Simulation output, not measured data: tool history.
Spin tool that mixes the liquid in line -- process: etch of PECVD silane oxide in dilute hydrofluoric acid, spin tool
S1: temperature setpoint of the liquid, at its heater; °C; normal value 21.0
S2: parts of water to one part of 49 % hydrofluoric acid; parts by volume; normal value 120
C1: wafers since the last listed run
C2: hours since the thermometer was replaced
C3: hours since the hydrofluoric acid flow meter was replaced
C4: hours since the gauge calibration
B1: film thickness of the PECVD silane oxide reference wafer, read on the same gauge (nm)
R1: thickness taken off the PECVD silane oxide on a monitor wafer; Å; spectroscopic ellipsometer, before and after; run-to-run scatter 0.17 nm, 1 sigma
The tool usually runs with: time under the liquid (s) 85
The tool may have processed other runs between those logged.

Run 1, day 0.000: usual settings; C1 0; C2 494.6; C3 968.0; C4 353.9; B1 119.99. Result: R1 222.9 Å.
Run 2, day 1.408: usual settings but S1 23.0 °C; C1 426; C2 528.4; C3 1001.8; C4 387.7; B1 119.99. Result: R1 241.7 Å.
Run 3, day 4.396: usual settings but S1 23.0 °C; C1 905; C2 600.1; C3 1073.5; C4 459.4; B1 119.98. Result: R1 238.7 Å.
At day 5.046: gauge calibrated.
Run 4, day 6.179: usual settings but S1 23.0 °C; C1 540; C2 642.9; C3 1116.3; C4 27.2; B1 120.00. Result: R1 240.9 Å.
Run 5, day 7.958: usual settings but S2 145 parts by volume; C1 539; C2 685.6; C3 1159.0; C4 69.9; B1 119.96. Result: R1 177.7 Å.
Run 6, day 9.138: usual settings but S2 145 parts by volume; C1 357; C2 713.9; C3 1187.3; C4 98.2; B1 120.01. Result: R1 176.0 Å.
Run 7, day 10.221: usual settings but S2 145 parts by volume; C1 328; C2 739.9; C3 1213.3; C4 124.2; B1 119.98. Result: R1 176.1 Å.
Run 8, day 12.471: usual settings; C1 682; C2 793.9; C3 1267.3; C4 178.2; B1 119.98. Result: R1 218.4 Å.
Run 9, day 14.842: usual settings; C1 718; C2 850.8; C3 1324.2; C4 235.1; B1 120.03. Result: R1 218.9 Å.
Run 10, day 16.596: usual settings but S1 25.5 °C, S2 160 parts by volume, time under the liquid (s) 60; C1 531; C2 892.9; C3 1366.3; C4 277.2; B1 120.03. Result: R1 129.6 Å.
Run 11, day 18.179: usual settings but S1 17.5 °C, S2 140 parts by volume; C1 480; C2 930.9; C3 1404.3; C4 315.2; B1 120.01. Result: R1 156.8 Å.
At day 18.350: hydrofluoric acid flow meter replaced.
Run 12, day 20.233: usual settings but S1 17.0 °C, S2 145 parts by volume; C1 610; C2 980.2; C3 45.2; C4 364.5; B1 120.02. Result: R1 148.3 Å.
Run 13, day 22.858: usual settings but S2 180 parts by volume; C1 795; C2 1043.2; C3 108.2; C4 427.5; B1 119.95. Result: R1 134.9 Å.
At day 24.767: gauge calibrated.
Run 14, day 24.975: usual settings but S2 70 parts by volume; C1 641; C2 1094.0; C3 159.0; C4 5.0; B1 120.00. Result: R1 390.8 Å.
At day 26.388: thermometer replaced.
Run 15, day 27.946: usual settings; C1 888; C2 37.4; C3 230.3; C4 76.3; B1 119.97. Result: R1 228.2 Å.
Run 16, day 30.246: usual settings; C1 697; C2 92.6; C3 285.5; C4 131.5; B1 119.95. Result: R1 227.3 Å.
Run 17, day 32.217: usual settings but S2 155 parts by volume, time under the liquid (s) 60; C1 597; C2 139.9; C3 332.8; C4 178.8; B1 119.97. Result: R1 118.4 Å.
Run 18, day 33.467: usual settings but S1 24.5 °C, time under the liquid (s) 100; C1 378; C2 169.9; C3 362.8; C4 208.8; B1 120.02. Result: R1 301.8 Å.
Run 19, day 34.821: usual settings but time under the liquid (s) 50; C1 410; C2 202.4; C3 395.3; C4 241.3; B1 120.00. Result: R1 131.2 Å.

A few steps of R1 between consecutive runs. Split each: what settings, incoming material and random variation would produce without the hidden state, and what is left over for the hidden state, along with gauge scatter present in only one of the two compared results (measured, and without hidden state):
Hidden state at play: liquid colder than its thermometer reads (K); hydrofluoric acid flow above the setpoint (%); gauge reads high (%).
Run 13 -> 14: S2 180 -> 70, gauge calibrated. R1 +255.9 Å: hidden state -17.5, all else +273.4.
Run 14 -> 15: S2 70 -> 120, thermometer replaced. R1 -162.6 Å: hidden state +24.0, all else -186.6.
